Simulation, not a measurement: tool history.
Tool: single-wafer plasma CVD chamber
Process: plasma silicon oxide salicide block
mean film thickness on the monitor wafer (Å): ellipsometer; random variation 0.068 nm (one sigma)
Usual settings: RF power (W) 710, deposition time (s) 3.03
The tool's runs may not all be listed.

run,hour,RF power (W),deposition time (s),"read-back reference wafer on the same gauge, thickness_nm",mean film thickness on the monitor wafer (Å)
1,0.0,710,3.03,33.494,309.46
2,87.8,710,3.03,33.505,307.60
3,179.5,710,3.51,33.501,356.10
4,263.5,710,3.51,33.481,357.77
5,337.3,710,3.51,33.508,356.61
6,443.9,710,3.03,33.503,308.05
7,527.3,710,3.03,33.490,307.88
8,595.3,660,2.61,33.492,258.68
9,644.6,760,3.03,33.495,313.11
10,710.2,760,3.03,33.516,315.19
11,791.3,760,3.03,33.499,313.01
12,861.7,755,3.22,33.505,330.71
13,960.0,755,3.22,33.499,332.11
14,997.2,755,3.22,33.494,330.84
15,1045.0,710,3.36,33.512,340.47
16,1134.6,710,3.23,33.489,326.59
# hour 1175.3: gauge calibrated
17,1221.1,710,3.23,33.489,326.32
18,1325.2,580,2.65,33.508,252.49
19,1414.9,710,3.03,33.491,306.39
# hour 1474.2: RF generator calibrated
20,1494.3,710,2.59,33.507,265.83
# hour 1536.3: showerhead replaced
21,1539.0,710,3.39,33.493,348.85
22,1634.1,590,2.67,33.489,259.63
23,1695.7,670,2.59,33.499,260.04
24,1765.5,710,3.03,33.510,309.88
25,1847.1,710,3.03,33.505,309.26
26,1925.7,610,2.54,33.501,247.28
27,1989.0,775,2.62,33.521,274.43
28,2052.8,635,2.57,33.503,253.56
29,2103.1,710,3.44,33.504,351.31
30,2198.0,660,2.51,33.501,250.33
31,2240.6,790,2.84,33.493,299.01
32,2309.3,815,3.63,33.502,385.80
33,2355.3,595,3.03,33.475,292.21
34,2453.3,710,3.03,33.503,308.41

The same runs without the tool's hidden state, with the same run-to-run variation:
The hidden state here: delivered RF power above the setpoint (%); gauge reads high (%).
run,mean film thickness on the monitor wafer (Å)
1,312.60
2,311.00
3,360.33
4,362.25
5,361.26
6,312.26
7,312.22
8,262.41
9,317.69
10,319.89
11,317.76
12,335.80
13,337.30
14,336.05
15,345.87
16,331.83
17,331.60
18,256.62
19,311.43
20,266.06
21,349.46
22,260.52
23,261.18
24,311.55
25,311.25
26,249.10
27,276.61
28,255.73
29,354.46
30,252.75
31,301.99
32,389.81
33,295.33
34,311.85
